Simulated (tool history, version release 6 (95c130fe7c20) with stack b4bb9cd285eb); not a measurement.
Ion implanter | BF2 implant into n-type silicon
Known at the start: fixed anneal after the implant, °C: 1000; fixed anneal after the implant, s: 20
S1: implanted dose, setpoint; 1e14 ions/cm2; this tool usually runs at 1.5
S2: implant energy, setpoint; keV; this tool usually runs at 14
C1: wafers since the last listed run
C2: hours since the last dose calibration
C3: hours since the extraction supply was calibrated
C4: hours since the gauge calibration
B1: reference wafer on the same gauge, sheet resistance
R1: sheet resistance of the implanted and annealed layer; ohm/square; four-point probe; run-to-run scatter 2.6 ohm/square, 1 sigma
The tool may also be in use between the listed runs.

| run | hour | S1 | S2 | C1 | C2 | C3 | C4 | B1 | R1 |
|---|---|---|---|---|---|---|---|---|---|
| 1 | 0 | 1.5 | 11.5 | 0 | 304.6 | 3282.7 | 246.5 | 699.22 | 769.29 |
| 2 | 59.3 | 1.5 | 14 | 722 | 363.9 | 3342 | 305.8 | 699.29 | 755.27 |
| 3 | 139.5 | 1.4 | 14 | 976 | 444.1 | 3422.2 | 386 | 699.1 | 801.54 |
| 4 | 177.3 | 1.76 | 14 | 460 | 481.9 | 3460 | 423.8 | 697.79 | 655.07 |
| 5 | 234.5 | 1.5 | 14 | 696 | 539.1 | 3517.2 | 481 | 697.99 | 763.52 |
| 6 | 299.9 | 1.5 | 14 | 796 | 604.5 | 3582.6 | 546.4 | 698.11 | 761.03 |
| 7 | 373.1 | 1.5 | 14 | 891 | 677.7 | 3655.8 | 619.6 | 699.64 | 766.78 |
| 8 | 477.7 | 1.5 | 14 | 1273 | 782.3 | 3760.4 | 724.2 | 700.07 | 763.06 |
| 9 | 577.4 | 1.62 | 14 | 1214 | 882 | 3860.1 | 823.9 | 697.82 | 718.67 |
|  | 596.4 | extraction supply calibrated |
| 10 | 679.6 | 1.62 | 14 | 1147 | 984.2 | 83.2 | 926.1 | 698.52 | 723.64 |
| 11 | 742.6 | 1.5 | 14 | 767 | 1047.2 | 146.2 | 989.1 | 697.56 | 776.69 |
|  | 776.1 | Faraday cup replaced and dose calibrated |
| 12 | 799.7 | 1.28 | 11.5 | 597 | 23.6 | 203.3 | 1046.2 | 698.08 | 867.59 |
|  | 831.7 | gauge calibrated |
| 13 | 893.2 | 1.81 | 12 | 1138 | 117.1 | 296.8 | 61.5 | 698.22 | 640.58 |
| 14 | 980 | 1.26 | 12 | 1057 | 203.9 | 383.6 | 148.3 | 699.01 | 883.75 |
| 15 | 1041 | 1.23 | 14 | 742 | 264.9 | 444.6 | 209.3 | 699.27 | 886.37 |
| 16 | 1101.5 | 1.5 | 10.5 | 736 | 325.4 | 505.1 | 269.8 | 698.15 | 775.72 |
| 17 | 1209.1 | 1.06 | 15.5 | 1310 | 433 | 612.7 | 377.4 | 699.22 | 1006.3 |
| 18 | 1276.2 | 1.5 | 14 | 817 | 500.1 | 679.8 | 444.5 | 700.19 | 751.66 |
| 19 | 1353.2 | 1.21 | 10.5 | 937 | 577.1 | 756.8 | 521.5 | 699.23 | 942.31 |
| 20 | 1411.9 | 1.34 | 17.5 | 714 | 635.8 | 815.5 | 580.2 | 699.02 | 811.94 |
| 21 | 1472.4 | 1.5 | 14 | 736 | 696.3 | 876 | 640.7 | 699.19 | 759.65 |

Consider 3 possible next runs. They are alternatives, not a sequence: every one starts from the tool as it was left by run 21. What does each give?
| A | 1472.8 | 1.5 | 17 | 4 | 696.7 | 876.4 | 641.1 | ? | ? |
| B | 1472.8 | 1.69 | 16.5 | 4 | 696.7 | 876.4 | 641.1 | ? | ? |
| C | 1472.8 | 1.78 | 11.5 | 4 | 696.7 | 876.4 | 641.1 | ? | ? |

| run | B1 | R1 |
|---|---|---|
| A | 700.09 | 747.15 |
| B | 700.09 | 674.75 |
| C | 700.09 | 674.8 |
With no hidden state in the tool, these same runs would have given:
| run | R1 |
|---|---|
| A | 724.51 |
| B | 654.27 |
| C | 654.88 |
